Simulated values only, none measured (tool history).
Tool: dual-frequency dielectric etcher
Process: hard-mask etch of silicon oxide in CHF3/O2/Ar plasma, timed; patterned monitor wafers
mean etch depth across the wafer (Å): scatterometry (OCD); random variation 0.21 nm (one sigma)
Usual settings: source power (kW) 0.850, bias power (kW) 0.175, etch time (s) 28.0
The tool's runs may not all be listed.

run,hour,source power (kW),bias power (kW),etch time (s),"read-back reference wafer on the same gauge, depth_nm",mean etch depth across the wafer (Å)
1,0.0,0.850,0.175,28.0,55.1,663
2,42.0,0.850,0.175,28.0,55.1,658
3,78.3,0.850,0.175,28.0,55.1,656
# hour 122.7: wet clean of the chamber
# hour 144.9: upper electrode replaced
4,145.4,0.850,0.159,24.5,55.1,563
5,171.8,0.850,0.159,24.5,55.1,559
6,237.0,0.850,0.175,28.0,55.1,655
7,284.0,0.850,0.175,28.0,55.1,659
8,314.9,0.850,0.175,28.0,55.1,661
9,385.3,0.850,0.175,28.0,55.1,660
10,413.8,0.770,0.206,22.0,55.1,523
11,453.8,0.850,0.175,24.5,55.1,576
# hour 467.2: gauge calibrated
12,489.2,1.020,0.136,28.0,55.1,654
# hour 529.4: bias power generator calibrated
13,558.4,1.050,0.186,22.0,55.1,560
14,623.8,0.660,0.143,33.5,55.1,681
# hour 697.6: wet clean of the chamber
15,698.1,0.930,0.159,28.0,55.1,659
16,742.7,0.710,0.202,20.0,55.1,458
# hour 782.6: source power generator calibrated
17,797.0,1.040,0.175,28.0,55.1,686
18,843.2,0.980,0.144,25.5,55.1,586
19,867.6,0.850,0.175,28.0,55.1,642
20,901.6,0.850,0.175,28.0,55.1,644
21,937.7,0.850,0.175,21.0,55.1,488
22,980.0,0.660,0.144,35.5,55.1,718
23,1012.8,0.850,0.175,28.0,55.1,648
24,1075.7,0.990,0.144,28.0,55.1,648
25,1134.4,0.850,0.175,36.0,55.1,834
# hour 1214.7: wet clean of the chamber
26,1215.2,0.760,0.175,34.0,55.1,762
27,1257.7,0.780,0.175,28.0,55.1,632
28,1426.4,0.850,0.175,28.0,55.1,656
29,1464.1,0.920,0.175,28.0,55.1,672

The tool's hidden state at each run:
etch rate over this chamber's usual, %: 0 in every run
gauge reads high (%): 0 in every run
H1: source power that arrives over what is set, %
H2: bias power that arrives over what is set, %
run,H1,H2
1,4.92,5.32
2,4.98,5.36
3,5.03,5.39
4,5.12,5.44
5,5.15,5.46
6,5.23,5.5
7,5.27,5.52
8,5.3,5.54
9,5.36,5.57
10,5.39,5.59
11,5.42,5.6
12,5.44,5.62
13,5.49,0.17
14,5.53,0.731
15,5.57,1.29
16,5.59,1.59
17,0.386,1.93
18,0.764,2.19
19,0.952,2.32
20,1.2,2.49
21,1.45,2.66
22,1.73,2.85
23,1.93,2.98
24,2.28,3.22
25,2.58,3.42
26,2.95,3.65
27,3.13,3.77
28,3.71,4.14
29,3.82,4.2

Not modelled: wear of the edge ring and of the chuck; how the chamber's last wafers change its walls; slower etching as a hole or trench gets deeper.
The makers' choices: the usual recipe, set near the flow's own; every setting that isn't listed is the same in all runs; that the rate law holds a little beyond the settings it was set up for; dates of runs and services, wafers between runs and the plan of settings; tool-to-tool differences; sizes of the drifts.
